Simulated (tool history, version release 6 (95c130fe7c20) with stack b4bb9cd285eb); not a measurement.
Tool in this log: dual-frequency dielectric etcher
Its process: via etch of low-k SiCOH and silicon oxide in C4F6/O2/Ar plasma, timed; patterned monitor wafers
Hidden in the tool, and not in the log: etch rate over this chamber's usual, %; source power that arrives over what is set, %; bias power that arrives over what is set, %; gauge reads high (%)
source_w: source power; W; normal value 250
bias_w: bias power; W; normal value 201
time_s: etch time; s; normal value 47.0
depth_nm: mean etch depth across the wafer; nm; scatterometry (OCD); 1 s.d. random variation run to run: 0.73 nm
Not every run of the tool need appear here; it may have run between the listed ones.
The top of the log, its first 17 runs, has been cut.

run,hour,source_w,bias_w,time_s,wafers since the last listed run,hours since the last wet clean,hours since the last source power generator calibration,hours since the last bias power generator calibration,hours since the last upper electrode change,hours since the gauge calibration,"read-back reference wafer on the same gauge, depth_nm",depth_nm
18,1416.8,270,228,36.0,944,645.1,1050.5,414.9,2228.5,1287.0,113.2,85.6
# hour 1512.0: wet clean of the chamber
# hour 1526.7: upper electrode replaced
19,1527.2,250,201,47.0,1422,15.2,1160.9,525.3,0.5,1397.4,113.1,100.7
20,1568.8,250,201,47.0,825,56.8,1202.5,566.9,42.1,1439.0,113.0,100.8
21,1671.3,250,201,47.0,2034,159.3,1305.0,669.4,144.6,1541.5,113.0,100.7
22,1722.2,280,201,43.0,1010,210.2,1355.9,720.3,195.5,1592.4,113.1,98.7
23,1790.0,200,242,47.0,1345,278.0,1423.7,788.1,263.3,1660.2,112.7,97.0
24,1839.4,290,165,35.0,980,327.4,1473.1,837.5,312.7,1709.6,112.7,72.6
25,1880.0,280,201,43.0,805,368.0,1513.7,878.1,353.3,1750.2,112.6,97.8
26,1984.7,220,236,47.0,2078,472.7,1618.4,982.8,458.0,1854.9,112.1,99.7
27,2025.4,250,201,47.0,807,513.4,1659.1,1023.5,498.7,1895.6,112.2,101.3
28,2065.7,250,201,47.0,799,553.7,1699.4,1063.8,539.0,1935.9,111.9,100.3
29,2169.6,250,152,42.5,2062,657.6,1803.3,1167.7,642.9,2039.8,112.3,76.8
# hour 2204.1: wet clean of the chamber
30,2218.6,280,231,47.0,496,14.5,1852.3,1216.7,691.9,2088.8,112.3,114.3

Each row is a separate what-if for the run after 30, all from the same tool condition, not one after another. Results?
A,2219.0,250,201,47.0,7,14.9,1852.7,1217.1,692.3,2089.2,?,?
B,2219.0,250,215,37.0,7,14.9,1852.7,1217.1,692.3,2089.2,?,?
C,2219.0,300,162,57.0,7,14.9,1852.7,1217.1,692.3,2089.2,?,?

run,"read-back reference wafer on the same gauge, depth_nm",depth_nm
A,111.3,100.6
B,111.3,82.0
C,111.3,120.2
Without the tool's hidden state the same runs would have given:
run,depth_nm
A,107.9
B,88.0
C,129.0
